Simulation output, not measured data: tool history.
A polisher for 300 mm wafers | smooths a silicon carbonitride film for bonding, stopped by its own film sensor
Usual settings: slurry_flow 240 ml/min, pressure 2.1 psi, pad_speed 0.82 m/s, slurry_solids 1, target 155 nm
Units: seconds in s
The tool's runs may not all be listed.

run	hour	slurry_flow	pressure	pad_speed	slurry_solids	target	incoming thickness of the incoming film, nm	seconds
1	0	240	2.1	0.82	1	155	182.3	135.5
2	27.5	240	2.1	0.82	1	155	182	131
3	45.2	240	2.1	0.82	1	155	179.6	122.3
# hour 55.4: slurry blender recalibrated
4	74	240	2.1	0.82	1	155	182.3	131
5	86	240	2.1	0.82	1	155	180.4	122.9
6	110.4	240	2.1	0.82	1	155	178.7	115.1
# hour 132.4: worn pad replaced by a new one
7	194	240	2.1	0.82	1	155	176.5	104.5
8	227.5	240	2.1	0.82	1	155	180	121.6
9	256.3	240	2.1	0.82	1	155	179.9	122.2
# hour 294.7: slurry nozzle cleaned
# hour 312: slurry blender recalibrated
10	340	200	1.7	0.98	1.2	155	179	112.7
# hour 363.3: worn pad replaced by a new one
11	374.6	240	2.1	0.82	1	155	179.7	118.4
# hour 432.5: head pressure recalibrated
12	468.2	240	2.1	0.82	1.15	163	181.8	85.3
13	487.3	240	1.5	0.82	1	155	178.4	150.1
14	509	240	2.7	0.82	0.75	155	182.7	129.6
# hour 539.8: slurry blender recalibrated
15	588.2	325	1.5	1.04	1	155	179.9	125.4
# hour 595.2: worn pad replaced by a new one
16	602.4	240	2.1	0.82	1	155	182.1	132.5
17	624	200	2.4	0.82	1	155	176.7	95.9
18	650.8	240	2.7	0.82	1	155	178.8	94.8
19	670.3	240	2.1	1.06	0.85	155	178.2	101.6
20	685.6	240	2.1	1.06	1	162	179.1	69.2
21	712.1	180	2.5	1.02	0.85	155	180.3	102.2
22	734.9	240	2.4	0.82	0.9	152	179	123.7
23	755	190	2.1	0.82	1	155	178.8	121.9
24	770.1	240	2.1	0.82	1	155	180.2	127.1
# hour 780.2: slurry blender recalibrated
25	801.5	315	2.1	0.6	1	155	177.6	134.4
26	827.9	180	2.5	1.02	0.85	155	181.2	104.5
# hour 832: worn pad replaced by a new one
27	844.6	300	1.5	0.82	1	155	180.7	157.9
28	866.6	240	2.4	1	1.3	150	182.2	104.4
29	883.4	325	2.1	0.82	1	155	179.9	116.5

Forecast each of these 5 alternatives for the next run:
A	883.9	240	2.1	0.82	1	155	178	?
B	883.9	240	1.8	0.9	1	155	178	?
C	883.9	205	2.1	0.82	1	151	178	?
D	883.9	265	1.9	0.82	1.1	164	178	?
E	883.9	200	2.1	0.58	1	155	178	?

run	seconds
A	110.6
B	116.7
C	132.6
D	69.1
E	149.6
Without the tool's hidden state the same runs would have given:
run	seconds
A	108.9
B	114.9
C	130.5
D	68.1
E	147.2

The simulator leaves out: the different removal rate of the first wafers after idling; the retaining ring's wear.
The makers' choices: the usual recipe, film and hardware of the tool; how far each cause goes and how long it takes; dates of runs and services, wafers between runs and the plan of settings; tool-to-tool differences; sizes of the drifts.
